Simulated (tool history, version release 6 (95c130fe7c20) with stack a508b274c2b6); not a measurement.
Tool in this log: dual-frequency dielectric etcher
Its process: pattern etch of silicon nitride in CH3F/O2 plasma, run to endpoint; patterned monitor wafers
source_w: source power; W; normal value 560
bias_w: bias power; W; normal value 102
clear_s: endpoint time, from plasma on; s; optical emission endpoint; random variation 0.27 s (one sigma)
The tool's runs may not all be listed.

| run | hour | source_w | bias_w | wafers since the last listed run | hours since the last wet clean | hours since the last source power generator calibration | hours since the last bias power generator calibration | hours since the last upper electrode change | incoming incoming film thickness, nm | clear_s |
|---|---|---|---|---|---|---|---|---|---|---|
| 1 | 0 | 560 | 112 | 0 | 311 | 2042 | 2712.4 | 1805.1 | 103.6 | 84.5 |
| 2 | 14.9 | 560 | 112 | 96 | 325.9 | 2056.9 | 2727.3 | 1820 | 104.5 | 85.1 |
| 3 | 27.5 | 560 | 112 | 81 | 338.5 | 2069.5 | 2739.9 | 1832.6 | 104.4 | 85 |
| 4 | 37.9 | 530 | 102 | 67 | 348.9 | 2079.9 | 2750.3 | 1843 | 103.1 | 88.1 |
| 5 | 45.7 | 530 | 102 | 50 | 356.7 | 2087.7 | 2758.1 | 1850.8 | 105.2 | 90.3 |
| 6 | 53.4 | 630 | 109 | 50 | 364.4 | 2095.4 | 2765.8 | 1858.5 | 103.8 | 81.5 |
| 7 | 68.7 | 630 | 109 | 99 | 379.7 | 2110.7 | 2781.1 | 1873.8 | 103.5 | 81 |
| 8 | 78.6 | 560 | 102 | 64 | 389.6 | 2120.6 | 2791 | 1883.7 | 103.6 | 86.5 |
|  | 89.1 | source power generator calibrated |
|  | 110.5 | upper electrode replaced |
| 9 | 111 | 560 | 113 | 45 | 422 | 21.9 | 2823.4 | 0.5 | 104 | 83.8 |
| 10 | 111.4 | 560 | 111 | 2 | 422.4 | 22.3 | 2823.8 | 0.9 | 105.1 | 85.7 |
| 11 | 111.8 | 490 | 87 | 2 | 422.8 | 22.7 | 2824.2 | 1.3 | 104.3 | 96.8 |
|  | 120.9 | bias power generator calibrated |
|  | 146 | wet clean of the chamber |
| 12 | 146.5 | 490 | 80 | 43 | 0.5 | 57.4 | 25.6 | 36 | 104.4 | 103.6 |
| 13 | 146.9 | 470 | 114 | 2 | 0.9 | 57.8 | 26 | 36.4 | 104.3 | 93.1 |
| 14 | 152.2 | 560 | 102 | 34 | 6.2 | 63.1 | 31.3 | 41.7 | 104.6 | 91.1 |
| 15 | 160.1 | 480 | 125 | 51 | 14.1 | 71 | 39.2 | 49.6 | 105.3 | 90 |
| 16 | 166.8 | 650 | 81 | 43 | 20.8 | 77.7 | 45.9 | 56.3 | 103.6 | 91.2 |
| 17 | 180.2 | 690 | 95 | 87 | 34.2 | 91.1 | 59.3 | 69.7 | 103.6 | 84.4 |
| 18 | 188.3 | 490 | 80 | 52 | 42.3 | 99.2 | 67.4 | 77.8 | 103.7 | 102.2 |

Here are 5 independent what-if runs from the current tool condition. What would each one return?
| A | 188.8 | 560 | 102 | 3 | 42.8 | 99.7 | 67.9 | 78.3 | 103.7 | ? |
| B | 188.8 | 450 | 122 | 3 | 42.8 | 99.7 | 67.9 | 78.3 | 103.7 | ? |
| C | 188.8 | 650 | 121 | 3 | 42.8 | 99.7 | 67.9 | 78.3 | 103.7 | ? |
| D | 188.8 | 620 | 87 | 3 | 42.8 | 99.7 | 67.9 | 78.3 | 103.7 | ? |
| E | 188.8 | 560 | 121 | 3 | 42.8 | 99.7 | 67.9 | 78.3 | 103.7 | ? |

| run | clear_s |
|---|---|
| A | 89.8 |
| B | 91.8 |
| C | 79.8 |
| D | 90.9 |
| E | 84.5 |
What these runs would have given with no unlogged condition in the tool:
| run | clear_s |
|---|---|
| A | 90.1 |
| B | 92.1 |
| C | 80.1 |
| D | 91.2 |
| E | 84.8 |
